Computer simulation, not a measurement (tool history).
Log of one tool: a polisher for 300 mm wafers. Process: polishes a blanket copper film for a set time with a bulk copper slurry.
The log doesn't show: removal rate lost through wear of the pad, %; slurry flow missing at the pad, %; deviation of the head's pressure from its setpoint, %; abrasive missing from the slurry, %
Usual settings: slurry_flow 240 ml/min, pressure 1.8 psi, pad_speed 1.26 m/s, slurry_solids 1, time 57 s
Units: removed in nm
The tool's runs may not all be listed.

| run | day | slurry_flow | pressure | pad_speed | slurry_solids | time | wafers since the last listed run | wafers polished on this pad | hours since the slurry nozzle was cleaned | hours since the head pressure was calibrated | hours since the slurry blender was calibrated | incoming thickness of the incoming film, nm | removed |
|---|---|---|---|---|---|---|---|---|---|---|---|---|---|
| 1 | 0 | 240 | 1.8 | 1.26 | 1 | 57 | 0 | 878 | 71.5 | 154.7 | 55.4 | 1990 | 438.1 |
| 2 | 3.712 | 240 | 1.8 | 1.26 | 1 | 57 | 1304 | 2182 | 160.6 | 243.8 | 144.5 | 1968.1 | 428.2 |
| 3 | 6.179 | 240 | 2.1 | 1.26 | 1 | 57 | 866 | 3049 | 219.8 | 303 | 203.7 | 1943.3 | 505.9 |
| 4 | 10.058 | 240 | 2.1 | 1.26 | 1 | 57 | 1362 | 4411 | 312.9 | 396.1 | 296.8 | 1975.5 | 488.6 |
| 5 | 11.696 | 240 | 1.8 | 1.26 | 1 | 57 | 575 | 4987 | 352.2 | 435.4 | 336.1 | 1995.8 | 419 |
| 6 | 14.358 | 240 | 1.8 | 1.26 | 1 | 57 | 935 | 5922 | 416.1 | 499.3 | 400 | 1961.5 | 404.2 |
|  | 14.85 | slurry nozzle cleaned |
|  | 16.692 | slurry blender recalibrated |
|  | 16.879 | worn pad replaced by a new one |
| 7 | 21.246 | 240 | 1.8 | 1.26 | 1 | 57 | 2316 | 1534 | 153.5 | 664.6 | 109.3 | 2004.7 | 433.6 |
| 8 | 24.196 | 240 | 1.8 | 1.26 | 1 | 57 | 1036 | 2570 | 224.3 | 735.4 | 180.1 | 1980.8 | 433.2 |
|  | 32.762 | slurry nozzle cleaned |
|  | 34.454 | slurry blender recalibrated |
|  | 34.479 | worn pad replaced by a new one |
| 9 | 35.242 | 240 | 1.8 | 1.26 | 1 | 57 | 3827 | 268 | 59.5 | 1000.5 | 18.9 | 1986 | 434.2 |
| 10 | 39.517 | 240 | 1.8 | 1.26 | 1 | 57 | 1501 | 1769 | 162.1 | 1103.1 | 121.5 | 1987.8 | 448.5 |
| 11 | 41.108 | 240 | 1.8 | 1.26 | 1 | 57 | 559 | 2328 | 200.3 | 1141.3 | 159.7 | 1978.3 | 430.3 |
| 12 | 45.262 | 240 | 1.6 | 1.26 | 1 | 57 | 1459 | 3788 | 300 | 1241 | 259.4 | 1984.7 | 375.2 |
| 13 | 48.267 | 240 | 1.8 | 1.06 | 1.05 | 57 | 1055 | 4843 | 372.1 | 1313.1 | 331.5 | 1983.4 | 350.3 |
|  | 48.408 | head pressure recalibrated |
| 14 | 52 | 240 | 1.8 | 1.06 | 1.05 | 57 | 1282 | 6125 | 461.7 | 86.2 | 421.1 | 1993.9 | 333.6 |
| 15 | 55.454 | 170 | 1.8 | 1.66 | 1.15 | 63 | 1213 | 7338 | 544.6 | 169.1 | 504 | 1976.4 | 557.4 |
|  | 55.817 | slurry nozzle cleaned |
|  | 56.267 | slurry blender recalibrated |
|  | 57.483 | worn pad replaced by a new one, of another model than before |
| 16 | 58.833 | 240 | 1.8 | 1.26 | 1 | 57 | 1084 | 474 | 72.4 | 250.2 | 61.6 | 1938.4 | 440.9 |
| 17 | 61.433 | 320 | 1.8 | 1.26 | 0.85 | 57 | 913 | 1388 | 134.8 | 312.6 | 124 | 1965.1 | 443 |
| 18 | 63.767 | 290 | 1.8 | 1.54 | 1 | 57 | 819 | 2207 | 190.8 | 368.6 | 180 | 1970.6 | 495.3 |
| 19 | 74.467 | 240 | 1.8 | 0.88 | 0.9 | 57 | 3758 | 5966 | 447.6 | 625.4 | 436.8 | 1981.5 | 322.6 |
| 20 | 76.55 | 195 | 1.6 | 1.26 | 1 | 57 | 731 | 6697 | 497.6 | 675.4 | 486.8 | 1987.3 | 355.8 |
|  | 77.012 | slurry nozzle cleaned |
|  | 77.117 | slurry blender recalibrated |
|  | 78.012 | worn pad replaced by a new one |
| 21 | 80.183 | 240 | 1.8 | 1.26 | 1 | 57 | 1173 | 762 | 76.1 | 762.6 | 73.6 | 1978 | 441.8 |
| 22 | 82.146 | 240 | 1.8 | 1.26 | 1 | 57 | 689 | 1451 | 123.2 | 809.7 | 120.7 | 1977.5 | 431.8 |
| 23 | 84.85 | 170 | 1.8 | 1.66 | 1.15 | 63 | 949 | 2401 | 188.1 | 874.6 | 185.6 | 1955.2 | 533.3 |
| 24 | 87.867 | 185 | 1.4 | 1.26 | 1.2 | 50 | 1059 | 3460 | 260.5 | 947 | 258 | 1988.5 | 308.5 |
| 25 | 90.862 | 305 | 2 | 1.26 | 1.2 | 67 | 1052 | 4513 | 332.4 | 1018.9 | 329.9 | 1991.9 | 580.9 |

Run 26 comes next. What will it give?
| 26 | 94.929 | 205 | 1.8 | 1.26 | 1.2 | 57 | 1428 | 5941 | 430 | 1116.5 | 427.5 | 1984.6 | ? |

removed: 410 nm
Without the tool's hidden state the same run would have given removed 450.5 nm.
